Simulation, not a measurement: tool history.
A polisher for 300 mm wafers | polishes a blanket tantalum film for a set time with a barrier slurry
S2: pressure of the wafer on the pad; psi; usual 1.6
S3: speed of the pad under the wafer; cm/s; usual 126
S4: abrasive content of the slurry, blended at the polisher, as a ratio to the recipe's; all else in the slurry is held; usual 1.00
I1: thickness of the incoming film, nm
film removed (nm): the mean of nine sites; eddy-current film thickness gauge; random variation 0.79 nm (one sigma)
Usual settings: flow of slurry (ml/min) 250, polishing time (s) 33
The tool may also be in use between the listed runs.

{"run": 1, "hour": 0.0, "flow of slurry (ml/min)": 250, "S2": 1.6, "S3": 126, "S4": 1.0, "polishing time (s)": 42, "I1": 198.3, "film removed (nm)": 71.2}
{"run": 2, "hour": 14.0, "flow of slurry (ml/min)": 180, "S2": 1.6, "S3": 108, "S4": 1.0, "polishing time (s)": 33, "I1": 198.2, "film removed (nm)": 44.5}
{"run": 3, "hour": 23.2, "flow of slurry (ml/min)": 180, "S2": 1.6, "S3": 108, "S4": 1.0, "polishing time (s)": 33, "I1": 200.3, "film removed (nm)": 45.0}
{"hour": 29.9, "done": "worn pad replaced by a new one"}
{"run": 4, "hour": 30.4, "flow of slurry (ml/min)": 180, "S2": 1.6, "S3": 108, "S4": 1.0, "polishing time (s)": 33, "I1": 197.9, "film removed (nm)": 46.8}
{"run": 5, "hour": 67.9, "flow of slurry (ml/min)": 250, "S2": 1.6, "S3": 126, "S4": 1.0, "polishing time (s)": 33, "I1": 201.3, "film removed (nm)": 55.6}
{"run": 6, "hour": 74.3, "flow of slurry (ml/min)": 250, "S2": 1.6, "S3": 126, "S4": 1.0, "polishing time (s)": 33, "I1": 198.7, "film removed (nm)": 54.6}
{"run": 7, "hour": 91.4, "flow of slurry (ml/min)": 250, "S2": 1.6, "S3": 126, "S4": 1.0, "polishing time (s)": 33, "I1": 198.3, "film removed (nm)": 53.8}
{"run": 8, "hour": 105.1, "flow of slurry (ml/min)": 250, "S2": 1.6, "S3": 126, "S4": 1.0, "polishing time (s)": 33, "I1": 201.3, "film removed (nm)": 54.4}
{"hour": 121.7, "done": "worn pad replaced by a new one"}
{"run": 9, "hour": 122.2, "flow of slurry (ml/min)": 250, "S2": 1.6, "S3": 126, "S4": 1.0, "polishing time (s)": 33, "I1": 198.6, "film removed (nm)": 54.7}
{"run": 10, "hour": 138.0, "flow of slurry (ml/min)": 250, "S2": 1.6, "S3": 126, "S4": 1.0, "polishing time (s)": 33, "I1": 199.8, "film removed (nm)": 54.9}
{"run": 11, "hour": 149.4, "flow of slurry (ml/min)": 250, "S2": 1.6, "S3": 126, "S4": 1.0, "polishing time (s)": 33, "I1": 199.4, "film removed (nm)": 54.4}
{"run": 12, "hour": 163.2, "flow of slurry (ml/min)": 250, "S2": 1.6, "S3": 126, "S4": 1.0, "polishing time (s)": 33, "I1": 200.7, "film removed (nm)": 52.8}
{"hour": 169.9, "done": "slurry blender recalibrated"}
{"run": 13, "hour": 177.4, "flow of slurry (ml/min)": 200, "S2": 1.6, "S3": 126, "S4": 1.0, "polishing time (s)": 33, "I1": 201.6, "film removed (nm)": 57.5}
{"hour": 215.8, "done": "worn pad replaced by a new one"}
{"run": 14, "hour": 225.6, "flow of slurry (ml/min)": 250, "S2": 1.6, "S3": 126, "S4": 1.0, "polishing time (s)": 33, "I1": 200.0, "film removed (nm)": 58.2}
{"hour": 231.0, "done": "slurry nozzle cleaned"}
{"run": 15, "hour": 235.4, "flow of slurry (ml/min)": 250, "S2": 1.6, "S3": 126, "S4": 1.0, "polishing time (s)": 33, "I1": 199.9, "film removed (nm)": 56.4}
{"run": 16, "hour": 247.8, "flow of slurry (ml/min)": 250, "S2": 1.8, "S3": 126, "S4": 1.0, "polishing time (s)": 42, "I1": 201.9, "film removed (nm)": 79.0}
{"run": 17, "hour": 259.1, "flow of slurry (ml/min)": 250, "S2": 1.6, "S3": 126, "S4": 1.0, "polishing time (s)": 25, "I1": 202.4, "film removed (nm)": 41.4}
{"hour": 291.0, "done": "head pressure recalibrated"}
{"hour": 306.3, "done": "worn pad replaced by a new one"}
{"run": 18, "hour": 312.2, "flow of slurry (ml/min)": 250, "S2": 1.6, "S3": 108, "S4": 0.75, "polishing time (s)": 33, "I1": 200.7, "film removed (nm)": 40.3}
{"run": 19, "hour": 322.2, "flow of slurry (ml/min)": 250, "S2": 2.1, "S3": 126, "S4": 1.0, "polishing time (s)": 24, "I1": 200.2, "film removed (nm)": 50.6}
{"run": 20, "hour": 335.8, "flow of slurry (ml/min)": 250, "S2": 1.6, "S3": 162, "S4": 1.0, "polishing time (s)": 33, "I1": 200.6, "film removed (nm)": 70.5}
{"run": 21, "hour": 346.4, "flow of slurry (ml/min)": 250, "S2": 1.6, "S3": 126, "S4": 1.0, "polishing time (s)": 33, "I1": 200.9, "film removed (nm)": 53.8}
{"run": 22, "hour": 363.3, "flow of slurry (ml/min)": 170, "S2": 1.6, "S3": 126, "S4": 1.0, "polishing time (s)": 33, "I1": 200.2, "film removed (nm)": 51.0}
{"run": 23, "hour": 392.4, "flow of slurry (ml/min)": 250, "S2": 1.6, "S3": 126, "S4": 1.2, "polishing time (s)": 33, "I1": 203.4, "film removed (nm)": 55.7}
{"hour": 399.2, "done": "worn pad replaced by a new one"}
{"run": 24, "hour": 408.4, "flow of slurry (ml/min)": 250, "S2": 1.6, "S3": 126, "S4": 1.0, "polishing time (s)": 33, "I1": 202.3, "film removed (nm)": 54.2}
{"hour": 426.3, "done": "slurry blender recalibrated"}
{"run": 25, "hour": 426.8, "flow of slurry (ml/min)": 250, "S2": 1.6, "S3": 126, "S4": 1.0, "polishing time (s)": 33, "I1": 200.2, "film removed (nm)": 60.0}
{"run": 26, "hour": 437.2, "flow of slurry (ml/min)": 250, "S2": 2.1, "S3": 106, "S4": 1.15, "polishing time (s)": 33, "I1": 203.2, "film removed (nm)": 66.8}
{"run": 27, "hour": 444.9, "flow of slurry (ml/min)": 250, "S2": 2.2, "S3": 154, "S4": 1.0, "polishing time (s)": 33, "I1": 198.7, "film removed (nm)": 93.6}
{"run": 28, "hour": 456.1, "flow of slurry (ml/min)": 250, "S2": 1.6, "S3": 108, "S4": 0.75, "polishing time (s)": 33, "I1": 198.6, "film removed (nm)": 41.3}
{"run": 29, "hour": 473.8, "flow of slurry (ml/min)": 250, "S2": 1.6, "S3": 126, "S4": 1.0, "polishing time (s)": 33, "I1": 201.2, "film removed (nm)": 54.4}

Forecast each of these 4 alternatives for the next run:
{"run": "A", "hour": 474.2, "flow of slurry (ml/min)": 250, "S2": 1.6, "S3": 126, "S4": 1.0, "polishing time (s)": 33, "I1": 201.6, "film removed (nm)": "?"}
{"run": "B", "hour": 474.2, "flow of slurry (ml/min)": 250, "S2": 1.2, "S3": 154, "S4": 1.0, "polishing time (s)": 33, "I1": 201.6, "film removed (nm)": "?"}
{"run": "C", "hour": 474.2, "flow of slurry (ml/min)": 310, "S2": 1.9, "S3": 126, "S4": 0.85, "polishing time (s)": 37, "I1": 201.6, "film removed (nm)": "?"}
{"run": "D", "hour": 474.2, "flow of slurry (ml/min)": 250, "S2": 2.0, "S3": 160, "S4": 1.0, "polishing time (s)": 33, "I1": 201.6, "film removed (nm)": "?"}

run=A film_removed_(nm)=53.9
run=B film_removed_(nm)=51.1
run=C film_removed_(nm)=66.3
run=D film_removed_(nm)=83.9
Without the tool's hidden state the same runs would have given:
run=A film_removed_(nm)=60.2
run=B film_removed_(nm)=57.1
run=C film_removed_(nm)=74.7
run=D film_removed_(nm)=93.7
